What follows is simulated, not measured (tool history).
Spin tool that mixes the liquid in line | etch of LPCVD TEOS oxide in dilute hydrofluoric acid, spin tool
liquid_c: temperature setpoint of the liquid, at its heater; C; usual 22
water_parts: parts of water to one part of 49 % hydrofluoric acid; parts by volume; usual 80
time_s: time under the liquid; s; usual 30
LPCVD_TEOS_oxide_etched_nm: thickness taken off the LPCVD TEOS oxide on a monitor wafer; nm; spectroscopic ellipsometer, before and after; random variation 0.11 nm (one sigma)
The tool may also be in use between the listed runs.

run	hour	liquid_c	water_parts	time_s	read-back film thickness of the LPCVD TEOS oxide reference wafer, read on the same gauge (nm)	LPCVD_TEOS_oxide_etched_nm
1	0	22	105	30	120.03	14.06
2	93	22	80	30	119.95	19.13
3	129.5	22	80	30	120.02	19.17
4	245.8	22	80	30	120.01	19.09
5	321.7	22	80	30	119.99	19.39
# hour 526.5: gauge calibrated
6	577.6	22	80	30	119.99	19.68
7	678.8	22	80	30	119.98	19.68
# hour 681.1: thermometer replaced
8	726.5	22	80	30	119.96	18.81
9	781.6	22	80	30	120	18.94
10	851.9	27	80	15	120.02	11.54
11	951.2	22	80	30	119.99	19.04
# hour 1025: hydrofluoric acid flow meter replaced
12	1040.6	22	80	35	120	22.34
13	1083.2	18	80	30	120	16.45
14	1167.2	23.5	60	15	120.05	14.04

Forecast run 15:
15	1229.6	19.5	55	20	?	?

{"run 15": {"read-back film thickness of the LPCVD TEOS oxide reference wafer, read on the same gauge (nm)": 119.99, "LPCVD_TEOS_oxide_etched_nm": 17.66}}
Without the tool's hidden state the same run would have given LPCVD_TEOS_oxide_etched_nm 16.88 nm.
